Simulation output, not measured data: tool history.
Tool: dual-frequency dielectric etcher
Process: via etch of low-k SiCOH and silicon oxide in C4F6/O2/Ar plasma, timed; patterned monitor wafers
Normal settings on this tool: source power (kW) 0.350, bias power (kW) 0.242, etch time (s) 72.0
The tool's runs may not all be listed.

| run | hour | source power (kW) | bias power (kW) | etch time (s) | wafers since the last listed run | hours since the last wet clean | hours since the last source power generator calibration | hours since the last bias power generator calibration | hours since the last upper electrode change | hours since the gauge calibration | read-back reference wafer on the same gauge, depth_nm | mean etch depth across the wafer (nm) |
|---|---|---|---|---|---|---|---|---|---|---|---|---|
| 1 | 0.0 | 0.350 | 0.242 | 72.0 | 0 | 363.8 | 2196.7 | 2931.7 | 2004.9 | 645.4 | 253.9 | 222.4 |
|  | 15.4 | wet clean of the chamber |
| 2 | 69.7 | 0.350 | 0.242 | 72.0 | 411 | 54.3 | 2266.4 | 3001.4 | 2074.6 | 715.1 | 253.8 | 227.1 |
| 3 | 119.1 | 0.310 | 0.242 | 58.0 | 374 | 103.7 | 2315.8 | 3050.8 | 2124.0 | 764.5 | 254.1 | 176.2 |
|  | 176.9 | gauge calibrated |
| 4 | 190.9 | 0.350 | 0.242 | 72.0 | 544 | 175.5 | 2387.6 | 3122.6 | 2195.8 | 14.0 | 254.5 | 226.0 |
| 5 | 236.1 | 0.310 | 0.242 | 72.0 | 342 | 220.7 | 2432.8 | 3167.8 | 2241.0 | 59.2 | 253.7 | 216.0 |
| 6 | 298.2 | 0.310 | 0.242 | 72.0 | 470 | 282.8 | 2494.9 | 3229.9 | 2303.1 | 121.3 | 253.7 | 214.8 |
|  | 366.2 | wet clean of the chamber |
| 7 | 366.7 | 0.310 | 0.242 | 72.0 | 337 | 0.5 | 2563.4 | 3298.4 | 2371.6 | 189.8 | 253.9 | 220.9 |
| 8 | 399.8 | 0.350 | 0.203 | 72.0 | 250 | 33.6 | 2596.5 | 3331.5 | 2404.7 | 222.9 | 253.9 | 214.5 |
| 9 | 440.0 | 0.350 | 0.203 | 72.0 | 304 | 73.8 | 2636.7 | 3371.7 | 2444.9 | 263.1 | 253.6 | 212.9 |
| 10 | 481.1 | 0.350 | 0.288 | 72.0 | 311 | 114.9 | 2677.8 | 3412.8 | 2486.0 | 304.2 | 253.9 | 242.7 |
| 11 | 529.1 | 0.390 | 0.242 | 72.0 | 363 | 162.9 | 2725.8 | 3460.8 | 2534.0 | 352.2 | 253.8 | 232.7 |
| 12 | 569.2 | 0.390 | 0.242 | 72.0 | 304 | 203.0 | 2765.9 | 3500.9 | 2574.1 | 392.3 | 253.6 | 232.9 |
| 13 | 617.4 | 0.400 | 0.242 | 72.0 | 365 | 251.2 | 2814.1 | 3549.1 | 2622.3 | 440.5 | 254.2 | 234.2 |
|  | 681.8 | bias power generator calibrated |
| 14 | 687.0 | 0.440 | 0.227 | 86.0 | 497 | 320.8 | 2883.7 | 5.2 | 2691.9 | 510.1 | 254.0 | 280.3 |
| 15 | 731.9 | 0.320 | 0.290 | 85.5 | 340 | 365.7 | 2928.6 | 50.1 | 2736.8 | 555.0 | 254.0 | 274.6 |
|  | 763.2 | wet clean of the chamber |
| 16 | 764.5 | 0.350 | 0.293 | 78.5 | 65 | 1.3 | 2961.2 | 82.7 | 2769.4 | 587.6 | 253.8 | 267.4 |
| 17 | 790.9 | 0.270 | 0.242 | 72.0 | 200 | 27.7 | 2987.6 | 109.1 | 2795.8 | 614.0 | 254.0 | 209.9 |
|  | 804.7 | source power generator calibrated |
| 18 | 824.6 | 0.310 | 0.242 | 72.0 | 225 | 61.4 | 19.9 | 142.8 | 2829.5 | 647.7 | 253.9 | 219.0 |
| 19 | 854.9 | 0.350 | 0.242 | 72.0 | 229 | 91.7 | 50.2 | 173.1 | 2859.8 | 678.0 | 254.0 | 225.6 |
|  | 900.9 | upper electrode replaced |
| 20 | 915.9 | 0.350 | 0.208 | 72.0 | 280 | 152.7 | 111.2 | 234.1 | 15.0 | 739.0 | 253.9 | 213.3 |
| 21 | 983.3 | 0.270 | 0.278 | 83.5 | 511 | 220.1 | 178.6 | 301.5 | 82.4 | 806.4 | 253.8 | 250.8 |
|  | 999.6 | gauge calibrated |
| 22 | 1008.7 | 0.300 | 0.242 | 87.5 | 192 | 245.5 | 204.0 | 326.9 | 107.8 | 9.1 | 253.9 | 257.6 |
| 23 | 1053.2 | 0.440 | 0.296 | 58.0 | 337 | 290.0 | 248.5 | 371.4 | 152.3 | 53.6 | 254.2 | 208.5 |
| 24 | 1123.7 | 0.350 | 0.242 | 72.0 | 534 | 360.5 | 319.0 | 441.9 | 222.8 | 124.1 | 253.7 | 222.6 |
|  | 1163.2 | wet clean of the chamber |
| 25 | 1337.0 | 0.430 | 0.263 | 72.0 | 1435 | 173.8 | 532.3 | 655.2 | 436.1 | 337.4 | 253.9 | 247.2 |

4 ways to go on from here, each from the tool as it stands after run 25. What would each give?
| A | 1337.4 | 0.350 | 0.184 | 72.0 | 3 | 174.2 | 532.7 | 655.6 | 436.5 | 337.8 | ? | ? |
| B | 1337.4 | 0.290 | 0.242 | 72.0 | 3 | 174.2 | 532.7 | 655.6 | 436.5 | 337.8 | ? | ? |
| C | 1337.4 | 0.350 | 0.242 | 66.0 | 3 | 174.2 | 532.7 | 655.6 | 436.5 | 337.8 | ? | ? |
| D | 1337.4 | 0.350 | 0.224 | 51.0 | 3 | 174.2 | 532.7 | 655.6 | 436.5 | 337.8 | ? | ? |

| run | read-back reference wafer on the same gauge, depth_nm | mean etch depth across the wafer (nm) |
|---|---|---|
| A | 254.2 | 204.0 |
| B | 254.2 | 212.4 |
| C | 254.2 | 206.4 |
| D | 254.2 | 155.1 |
Stripped of hidden state, with their random variation kept, the same runs would have yielded:
| run | mean etch depth across the wafer (nm) |
|---|---|
| A | 207.9 |
| B | 216.3 |
| C | 210.3 |
| D | 158.0 |
